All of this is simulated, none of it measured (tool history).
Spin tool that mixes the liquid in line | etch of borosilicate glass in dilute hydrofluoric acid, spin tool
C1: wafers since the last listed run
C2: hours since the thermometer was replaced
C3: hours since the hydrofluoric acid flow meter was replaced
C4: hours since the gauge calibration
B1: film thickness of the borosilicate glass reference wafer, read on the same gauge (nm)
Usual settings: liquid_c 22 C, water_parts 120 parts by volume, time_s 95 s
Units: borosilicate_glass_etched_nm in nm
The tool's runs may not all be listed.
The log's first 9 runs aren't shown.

run 10 hour=106.1 | liquid_c=22 water_parts=120 time_s=95 | C1=93 C2=2087.3 C3=771.3 C4=379.3 | B1=79.99 | borosilicate_glass_etched_nm=18.87
-- hour=112.7 gauge calibrated
run 11 hour=123.5 | liquid_c=26 water_parts=100 time_s=60 | C1=266 C2=2104.7 C3=788.7 C4=10.8 | B1=80.01 | borosilicate_glass_etched_nm=17.39
run 12 hour=130.3 | liquid_c=22 water_parts=180 time_s=95 | C1=104 C2=2111.5 C3=795.5 C4=17.6 | B1=80.04 | borosilicate_glass_etched_nm=11.78
run 13 hour=141.2 | liquid_c=22 water_parts=120 time_s=95 | C1=167 C2=2122.4 C3=806.4 C4=28.5 | B1=80.02 | borosilicate_glass_etched_nm=18.97
run 14 hour=154.7 | liquid_c=22 water_parts=120 time_s=115 | C1=206 C2=2135.9 C3=819.9 C4=42 | B1=80.03 | borosilicate_glass_etched_nm=23.18
-- hour=169.3 hydrofluoric acid flow meter replaced
run 15 hour=169.8 | liquid_c=26.5 water_parts=120 time_s=95 | C1=216 C2=2151 C3=0.5 C4=57.1 | B1=80.01 | borosilicate_glass_etched_nm=22.8
-- hour=176.3 thermometer replaced
run 16 hour=177.6 | liquid_c=22 water_parts=120 time_s=95 | C1=104 C2=1.3 C3=8.3 C4=64.9 | B1=80.05 | borosilicate_glass_etched_nm=19.19
run 17 hour=192.4 | liquid_c=17.5 water_parts=170 time_s=95 | C1=226 C2=16.1 C3=23.1 C4=79.7 | B1=80.01 | borosilicate_glass_etched_nm=10.8
run 18 hour=198.5 | liquid_c=26.5 water_parts=170 time_s=95 | C1=93 C2=22.2 C3=29.2 C4=85.8 | B1=79.99 | borosilicate_glass_etched_nm=15.08
run 19 hour=212.4 | liquid_c=22 water_parts=180 time_s=45 | C1=213 C2=36.1 C3=43.1 C4=99.7 | B1=80 | borosilicate_glass_etched_nm=5.66
run 20 hour=222.1 | liquid_c=18 water_parts=120 time_s=95 | C1=148 C2=45.8 C3=52.8 C4=109.4 | B1=80.03 | borosilicate_glass_etched_nm=16.04
run 21 hour=232.7 | liquid_c=22 water_parts=120 time_s=110 | C1=162 C2=56.4 C3=63.4 C4=120 | B1=79.99 | borosilicate_glass_etched_nm=22.26
run 22 hour=277.5 | liquid_c=22 water_parts=120 time_s=95 | C1=686 C2=101.2 C3=108.2 C4=164.8 | B1=79.98 | borosilicate_glass_etched_nm=19.27
run 23 hour=293.4 | liquid_c=22 water_parts=120 time_s=95 | C1=243 C2=117.1 C3=124.1 C4=180.7 | B1=80.02 | borosilicate_glass_etched_nm=19.11
run 24 hour=300.1 | liquid_c=22 water_parts=120 time_s=95 | C1=102 C2=123.8 C3=130.8 C4=187.4 | B1=80 | borosilicate_glass_etched_nm=19.15
run 25 hour=309.1 | liquid_c=25.5 water_parts=120 time_s=95 | C1=137 C2=132.8 C3=139.8 C4=196.4 | B1=80.01 | borosilicate_glass_etched_nm=21.77
run 26 hour=323.6 | liquid_c=24 water_parts=120 time_s=70 | C1=222 C2=147.3 C3=154.3 C4=210.9 | B1=79.99 | borosilicate_glass_etched_nm=15.12
run 27 hour=331.4 | liquid_c=22 water_parts=120 time_s=95 | C1=119 C2=155.1 C3=162.1 C4=218.7 | B1=80.03 | borosilicate_glass_etched_nm=18.95
run 28 hour=347.4 | liquid_c=25.5 water_parts=175 time_s=95 | C1=245 C2=171.1 C3=178.1 C4=234.7 | B1=79.99 | borosilicate_glass_etched_nm=14.06
run 29 hour=355.3 | liquid_c=23.5 water_parts=120 time_s=70 | C1=121 C2=179 C3=186 C4=242.6 | B1=80.01 | borosilicate_glass_etched_nm=14.93
run 30 hour=362.2 | liquid_c=22 water_parts=120 time_s=60 | C1=105 C2=185.9 C3=192.9 C4=249.5 | B1=79.99 | borosilicate_glass_etched_nm=12.13
run 31 hour=373.1 | liquid_c=23.5 water_parts=120 time_s=95 | C1=167 C2=196.8 C3=203.8 C4=260.4 | B1=79.97 | borosilicate_glass_etched_nm=20.26
run 32 hour=389.4 | liquid_c=20.5 water_parts=120 time_s=95 | C1=249 C2=213.1 C3=220.1 C4=276.7 | B1=80 | borosilicate_glass_etched_nm=17.91
run 33 hour=404.6 | liquid_c=22 water_parts=90 time_s=65 | C1=233 C2=228.3 C3=235.3 C4=291.9 | B1=79.98 | borosilicate_glass_etched_nm=18
run 34 hour=416.5 | liquid_c=20.5 water_parts=80 time_s=50 | C1=182 C2=240.2 C3=247.2 C4=303.8 | B1=79.96 | borosilicate_glass_etched_nm=14.75

3 ways to go on from here, each from the tool as it stands after run 34. What would each give?
run A hour=416.9 | liquid_c=22 water_parts=120 time_s=95 | C1=6 C2=240.6 C3=247.6 C4=304.2 | B1=? | borosilicate_glass_etched_nm=?
run B hour=416.9 | liquid_c=22 water_parts=175 time_s=110 | C1=6 C2=240.6 C3=247.6 C4=304.2 | B1=? | borosilicate_glass_etched_nm=?
run C hour=416.9 | liquid_c=22 water_parts=120 time_s=55 | C1=6 C2=240.6 C3=247.6 C4=304.2 | B1=? | borosilicate_glass_etched_nm=?

run=A B1=79.99 borosilicate_glass_etched_nm=19.19
run=B B1=79.99 borosilicate_glass_etched_nm=14.35
run=C B1=79.99 borosilicate_glass_etched_nm=11.11
Without the tool's hidden state the same runs would have given:
run=A borosilicate_glass_etched_nm=19.19
run=B borosilicate_glass_etched_nm=14.35
run=C borosilicate_glass_etched_nm=11.11
